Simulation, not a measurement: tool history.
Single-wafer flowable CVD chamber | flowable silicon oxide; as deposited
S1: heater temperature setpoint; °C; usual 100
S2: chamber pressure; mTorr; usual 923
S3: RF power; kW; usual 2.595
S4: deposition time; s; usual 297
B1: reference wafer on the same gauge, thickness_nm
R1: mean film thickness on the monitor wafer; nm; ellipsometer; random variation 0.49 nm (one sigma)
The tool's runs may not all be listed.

run	hour	S1	S2	S3	S4	B1	R1
1	0	100	923	2.595	297	181.059	230.416
2	59	100	923	2.595	297	181.034	231.526
3	126.3	100	923	2.595	297	181.032	232.902
4	194.5	100	923	2.3	310	180.998	236.871
5	225.4	100	923	2.3	310	181.049	237.972
6	282	104	923	2.595	297	180.934	206.009
7	319.8	104	923	2.595	297	181.067	207.741
8	378.9	92	923	2.595	297	181.003	295.103
# hour 395.3: thermocouple changed; heater temperature recalibrated
9	415.5	92	923	2.595	297	180.982	293.441
# hour 425.4: gauge calibrated
10	449.3	100	923	2.595	297	180.998	234.304
# hour 498.6: showerhead replaced
11	517.3	100	923	2.595	297	180.873	233.513
12	562.7	100	923	2.595	297	181	234.918
# hour 590.6: capacitance manometer re-zeroed and calibrated
13	593.6	100	923	2.595	297	180.939	224.74
14	643.2	100	923	2.595	297	181.08	224.409
15	708.8	93	1111	2.595	297	180.966	327.014
# hour 751.3: RF generator calibrated
16	774.8	100	923	2.595	297	181.038	225.43
17	822.4	100	1063	2.595	297	180.982	256.681
18	864.2	100	923	2.3	297	180.891	220.656
19	934.9	100	1098	2.595	274	180.915	243.184
20	960.3	100	923	2.595	297	181.004	225.92
21	1014.4	100	923	2.595	297	180.979	226.348
22	1047.1	104	1096	2.595	297	181.051	233.847
23	1103	108	923	2.84	337	180.931	204.993
24	1146.6	90	923	2.595	329	181.083	334.226
25	1194.1	100	923	2.595	297	181.031	225.581
26	1237.7	115	787	2.19	254	180.98	104.961
27	1273.5	88	833	2.595	254	181.032	249.873
# hour 1289.6: gauge calibrated
28	1312.7	96	1098	2.89	314	180.923	316.556

What the log doesn't show, run by run:
wafer temperature above the value expected at the setpoint (K): 0 in every run
delivered RF power above the setpoint (%): 0 in every run
gauge reads high (%): 0 in every run
H1: true pressure above the setpoint (%)
run	H1
1	2.72
2	2.85
3	3.01
4	3.17
5	3.25
6	3.39
7	3.48
8	3.63
9	3.73
10	3.82
11	4
12	4.13
13	-0.412
14	-0.411
15	-0.406
16	-0.396
17	-0.387
18	-0.376
19	-0.356
20	-0.347
21	-0.326
22	-0.313
23	-0.287
24	-0.265
25	-0.238
26	-0.212
27	-0.19
28	-0.163
